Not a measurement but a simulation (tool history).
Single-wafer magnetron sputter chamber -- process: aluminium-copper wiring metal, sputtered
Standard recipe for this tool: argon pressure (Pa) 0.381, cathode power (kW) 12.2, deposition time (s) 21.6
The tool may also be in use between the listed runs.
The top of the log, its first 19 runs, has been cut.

run,hour,argon pressure (Pa),cathode power (kW),deposition time (s),"read-back reference wafer on the same gauge, thickness_nm",mean film thickness on the monitor wafer (angstrom)
20,588,0.381,12.2,25.7,391.8,5620.75
21,602.6,0.381,14.25,21.6,391.404,5525.37
22,635.5,0.381,12.2,21.6,391.879,4716.7
23,647.6,0.497,12.2,19.7,392.43,3872.53
24,676.1,0.381,12.2,21.6,392.202,4698.34
# hour 689.8: magnet pack replaced
25,692.2,0.381,12.2,21.6,392.263,4688.77
26,727.8,0.381,12.2,21.6,391.375,4709.63
27,743.8,0.3,12.2,23.1,392.638,5417.42
28,773,0.381,14.6,23.8,392.361,6183.03
29,805.4,0.443,10.85,25.1,391.988,4546.98
30,819.4,0.475,12.2,21.6,392.258,4259.14
# hour 855.5: sputter target and shields replaced
31,856,0.381,13.4,21.6,392.215,5127.66
32,868.7,0.527,10.85,23.2,392.025,3886.86
33,902.5,0.532,14.15,19.8,392.215,4254.09
34,932.8,0.381,12.2,21.6,392.429,4671.82
35,965.7,0.488,15.25,21.6,391.868,5233.75
36,1058,0.381,12.2,21.6,392.618,4612.1

What if the next run were any one of these 3? Each begins from the tool's condition after run 36:
A,1058.4,0.381,12.2,21.6,?,?
B,1058.4,0.381,14.9,24.5,?,?
C,1058.4,0.381,11.05,21.6,?,?

run,"read-back reference wafer on the same gauge, thickness_nm",mean film thickness on the monitor wafer (angstrom)
A,392.052,4620.22
B,392.052,6400.32
C,392.052,4184.71
With the hidden condition removed and each run's random variation left untouched, the same runs would have given:
run,mean film thickness on the monitor wafer (angstrom)
A,4755.73
B,6588.03
C,4307.44
